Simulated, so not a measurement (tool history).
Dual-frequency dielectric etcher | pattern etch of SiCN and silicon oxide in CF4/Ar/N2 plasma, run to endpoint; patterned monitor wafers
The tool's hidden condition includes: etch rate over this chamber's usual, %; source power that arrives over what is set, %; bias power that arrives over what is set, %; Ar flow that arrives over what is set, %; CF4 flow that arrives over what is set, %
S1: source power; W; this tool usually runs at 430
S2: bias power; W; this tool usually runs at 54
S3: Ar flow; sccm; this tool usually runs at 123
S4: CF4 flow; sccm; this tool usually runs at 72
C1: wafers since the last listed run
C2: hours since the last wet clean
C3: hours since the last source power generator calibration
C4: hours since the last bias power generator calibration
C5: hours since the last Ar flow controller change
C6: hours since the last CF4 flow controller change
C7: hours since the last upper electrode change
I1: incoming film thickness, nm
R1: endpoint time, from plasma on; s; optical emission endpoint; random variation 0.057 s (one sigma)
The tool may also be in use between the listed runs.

run 1 day=0 | S1=430 S2=54 S3=123 S4=82 | C1=0 C2=432.9 C3=3794.2 C4=4058 C5=3560.5 C6=2806.7 C7=5560.7 | I1=9.39 | R1=12.7
run 2 day=0.617 | S1=430 S2=51 S3=123 S4=72 | C1=204 C2=447.7 C3=3809 C4=4072.8 C5=3575.3 C6=2821.5 C7=5575.5 | I1=9.38 | R1=13
run 3 day=1.196 | S1=430 S2=51 S3=123 S4=72 | C1=192 C2=461.6 C3=3822.9 C4=4086.7 C5=3589.2 C6=2835.4 C7=5589.4 | I1=9.48 | R1=13.1
-- day=2.508 upper electrode replaced
-- day=2.775 wet clean of the chamber
run 4 day=2.796 | S1=400 S2=54 S3=105 S4=72 | C1=111 C2=0.5 C3=3861.3 C4=4125.1 C5=3627.6 C6=2873.8 C7=6.9 | I1=9.38 | R1=13.2
run 5 day=2.808 | S1=400 S2=54 S3=105 S4=72 | C1=4 C2=0.8 C3=3861.6 C4=4125.4 C5=3627.9 C6=2874.1 C7=7.2 | I1=9.41 | R1=13.2
-- day=3.258 CF4 flow controller replaced
run 6 day=3.279 | S1=430 S2=54 S3=123 S4=72 | C1=73 C2=12.1 C3=3872.9 C4=4136.7 C5=3639.2 C6=0.5 C7=18.5 | I1=9.47 | R1=13
run 7 day=3.642 | S1=430 S2=54 S3=123 S4=72 | C1=120 C2=20.8 C3=3881.6 C4=4145.4 C5=3647.9 C6=9.2 C7=27.2 | I1=9.44 | R1=13
-- day=4.262 Ar flow controller replaced
run 8 day=4.358 | S1=430 S2=54 S3=123 S4=72 | C1=155 C2=38 C3=3898.8 C4=4162.6 C5=2.3 C6=26.4 C7=44.4 | I1=9.39 | R1=12.9

What will run 9 give?
run 9 day=4.671 | S1=480 S2=62 S3=103 S4=72 | C1=103 C2=45.5 C3=3906.3 C4=4170.1 C5=9.8 C6=33.9 C7=51.9 | I1=9.42 | R1=?

R1: 11 s
Take away the tool's hidden state, keep the run-to-run variation as it was, and the same run would have given R1 11 s.
